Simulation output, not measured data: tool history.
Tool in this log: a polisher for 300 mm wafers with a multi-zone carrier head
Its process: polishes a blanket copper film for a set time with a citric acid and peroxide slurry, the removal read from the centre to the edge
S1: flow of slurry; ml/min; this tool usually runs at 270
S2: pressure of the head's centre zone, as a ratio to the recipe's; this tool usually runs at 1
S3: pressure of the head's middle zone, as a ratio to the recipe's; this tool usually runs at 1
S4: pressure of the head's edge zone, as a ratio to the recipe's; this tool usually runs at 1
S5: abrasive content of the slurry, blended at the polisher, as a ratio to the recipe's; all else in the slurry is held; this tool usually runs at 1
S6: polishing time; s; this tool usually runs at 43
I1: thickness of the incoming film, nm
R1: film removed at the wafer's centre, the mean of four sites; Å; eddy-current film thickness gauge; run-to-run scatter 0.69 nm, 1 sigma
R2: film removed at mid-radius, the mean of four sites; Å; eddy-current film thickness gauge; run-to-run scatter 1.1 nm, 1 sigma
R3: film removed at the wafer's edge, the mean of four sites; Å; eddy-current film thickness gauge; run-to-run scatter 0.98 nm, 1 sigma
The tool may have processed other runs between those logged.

Run 1, hour 0: usual settings; I1 535. Result: R1 965 Å, R2 919 Å, R3 906 Å.
Run 2, hour 33.8: usual settings; I1 550.8. Result: R1 991 Å, R2 938 Å, R3 936 Å.
Run 3, hour 67.5: usual settings; I1 545. Result: R1 987 Å, R2 925 Å, R3 948 Å.
Run 4, hour 138.7: usual settings; I1 551. Result: R1 976 Å, R2 932 Å, R3 921 Å.
Run 5, hour 202.9: usual settings; I1 537.9. Result: R1 975 Å, R2 929 Å, R3 908 Å.
Run 6, hour 304.1: usual settings; I1 539.1. Result: R1 999 Å, R2 933 Å, R3 938 Å.
Run 7, hour 354.8: usual settings but S4 1.09, S5 0.85, S6 30 s; I1 540.3. Result: R1 666 Å, R2 628 Å, R3 642 Å.
Run 8, hour 418.3: usual settings but S1 355 ml/min, S3 0.92; I1 551.4. Result: R1 974 Å, R2 881 Å, R3 929 Å.
Run 9, hour 452.8: usual settings; I1 538.7. Result: R1 961 Å, R2 902 Å, R3 902 Å.
Run 10, hour 511.6: usual settings; I1 531. Result: R1 960 Å, R2 901 Å, R3 915 Å.
Run 11, hour 583.1: usual settings; I1 549.6. Result: R1 995 Å, R2 951 Å, R3 945 Å.
Run 12, hour 612.3: usual settings but S2 0.96; I1 545.4. Result: R1 948 Å, R2 954 Å, R3 951 Å.
Run 13, hour 674.2: usual settings but S1 225 ml/min, S2 0.9, S5 1.25; I1 537.2. Result: R1 906 Å, R2 975 Å, R3 967 Å.
Run 14, hour 741.7: usual settings; I1 542.4. Result: R1 976 Å, R2 929 Å, R3 926 Å.
Run 15, hour 791.3: usual settings; I1 534.8. Result: R1 969 Å, R2 937 Å, R3 930 Å.
Run 16, hour 827: usual settings but S1 360 ml/min, S3 0.92, S4 1.09, S5 0.9; I1 532. Result: R1 965 Å, R2 880 Å, R3 937 Å.
Run 17, hour 861.7: usual settings but S5 1.15, S6 28 s; I1 530.1. Result: R1 657 Å, R2 625 Å, R3 617 Å.
Run 18, hour 902.1: usual settings but S1 230 ml/min, S6 30 s; I1 545.8. Result: R1 690 Å, R2 659 Å, R3 660 Å.
Run 19, hour 940.8: usual settings but S1 180 ml/min, S2 1.08, S4 0.93, S5 0.7; I1 533.4. Result: R1 985 Å, R2 866 Å, R3 843 Å.
Run 20, hour 985.2: usual settings but S1 205 ml/min, S2 1.04; I1 543.3. Result: R1 991 Å, R2 934 Å, R3 904 Å.
Run 21, hour 1017.2: usual settings; I1 535.7. Result: R1 965 Å, R2 912 Å, R3 918 Å.

Withheld: 12 entries from between the runs. Position of each, and hidden state at the listed run before versus the listed run after:
From run 1 to run 2: worn pad replaced by a new one (hour 5); slurry nozzle cleaned (hour 20)
  removal rate lost through wear of the pad, %: 4.47 -> 0.642
  measured result minus the result with no hidden state, R1: -45 -> -7 Å; R2: -43 -> -6 Å; R3: -42 -> -6 Å
From run 5 to run 6: centre zone pressure recalibrated (hour 259.6); carrier head's membrane replaced by a new one (hour 272.7); worn pad replaced by a new one, of another model than before (hour 286.4)
  removal rate lost through wear of the pad, %: 3.08 -> 1.57
  measured result minus the result with no hidden state, R1: -31 -> -16 Å; R2: -30 -> -15 Å; R3: -29 -> -15 Å
From run 6 to run 7: edge zone pressure recalibrated (hour 326.8)
  removal rate lost through wear of the pad, %: 1.57 -> 2.3
  measured result minus the result with no hidden state, R1: -16 -> -16 Å; R2: -15 -> -15 Å; R3: -15 -> -15 Å
From run 10 to run 11: worn pad replaced by a new one (hour 582.6)
  removal rate lost through wear of the pad, %: 4.56 -> 0.099
  measured result minus the result with no hidden state, R1: -46 -> +0 Å; R2: -43 -> -1 Å; R3: -44 -> +0 Å
From run 12 to run 13: slurry nozzle cleaned (hour 645.9); edge zone pressure recalibrated (hour 647.7)
  removal rate lost through wear of the pad, %: 0.52 -> 1.41
  measured result minus the result with no hidden state, R1: -5 -> -13 Å; R2: -5 -> -14 Å; R3: -5 -> -13 Å
From run 16 to run 17: worn pad replaced by a new one (hour 852.6)
  removal rate lost through wear of the pad, %: 3.61 -> 0.559
  measured result minus the result with no hidden state, R1: -36 -> -4 Å; R2: -33 -> -3 Å; R3: -35 -> -3 Å
From run 17 to run 18: centre zone pressure recalibrated (hour 901.5)
  removal rate lost through wear of the pad, %: 0.559 -> 1.14
  measured result minus the result with no hidden state, R1: -4 -> -8 Å; R2: -3 -> -8 Å; R3: -3 -> -8 Å
From run 19 to run 20: edge zone pressure recalibrated (hour 952.2)
  removal rate lost through wear of the pad, %: 1.7 -> 2.34
  measured result minus the result with no hidden state, R1: -17 -> -23 Å; R2: -15 -> -22 Å; R3: -15 -> -22 Å

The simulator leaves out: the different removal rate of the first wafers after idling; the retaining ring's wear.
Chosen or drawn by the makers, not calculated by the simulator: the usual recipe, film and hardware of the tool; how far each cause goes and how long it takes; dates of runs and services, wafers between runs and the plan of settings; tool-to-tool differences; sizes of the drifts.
